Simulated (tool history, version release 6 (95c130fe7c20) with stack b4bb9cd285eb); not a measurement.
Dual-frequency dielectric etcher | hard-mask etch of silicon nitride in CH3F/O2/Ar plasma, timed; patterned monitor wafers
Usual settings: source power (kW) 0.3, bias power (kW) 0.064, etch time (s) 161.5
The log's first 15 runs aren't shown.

run    hour  source power (kW)  bias power (kW)  etch time (s)  read-back reference wafer on the same gauge, depth_nm  mean etch depth across the wafer (angstrom)
 16   703.4               0.34            0.051          179.5                                                  116.9                                         1083
      763.5  -- wet clean of the chamber
 17     768                0.3            0.049          161.5                                                    117                                          889
      827.6  -- upper electrode replaced
 18   828.1                0.3            0.064          161.5                                                    117                                         1038
 19   848.8                0.3            0.074            117                                                  116.9                                          811
 20  1035.7               0.23             0.05            127                                                  116.9                                          588
 21  1098.7                0.3            0.064            204                                                  116.9                                         1309
 22  1146.1                0.3            0.052            192                                                  117.1                                         1098
 23  1217.5               0.34            0.064          125.5                                                  117.1                                          865
 24  1280.6                0.3            0.064          132.5                                                  116.9                                          857
     1342.9  -- wet clean of the chamber
 25  1348.8               0.37            0.053          161.5                                                    117                                         1048
 26  1413.2                0.3            0.064            151                                                    117                                          976
 27  1438.5                0.3            0.051          161.5                                                  117.1                                          916
 28  1475.7                0.3            0.064          161.5                                                    117                                         1031
 29  1507.4               0.34            0.064          161.5                                                  117.1                                         1100
 30  1669.1                0.3            0.064          161.5                                                    117                                         1032

4 ways to go on from here, each from the tool as it stands after run 30. What would each give?
  A  1669.6                0.3            0.064          161.5                                                      ?                                            ?
  B  1669.6                0.3            0.064            201                                                      ?                                            ?
  C  1669.6                0.3            0.058          208.5                                                      ?                                            ?
  D  1669.6                0.3            0.064            129                                                      ?                                            ?

run  read-back reference wafer on the same gauge, depth_nm  mean etch depth across the wafer (angstrom)
  A                                                  117.1                                         1034
  B                                                  117.1                                         1286
  C                                                  117.1                                         1264
  D                                                  117.1                                          826
Without the tool's hidden state the same runs would have given:
run  mean etch depth across the wafer (angstrom)
  A                                         1034
  B                                         1286
  C                                         1264
  D                                          826
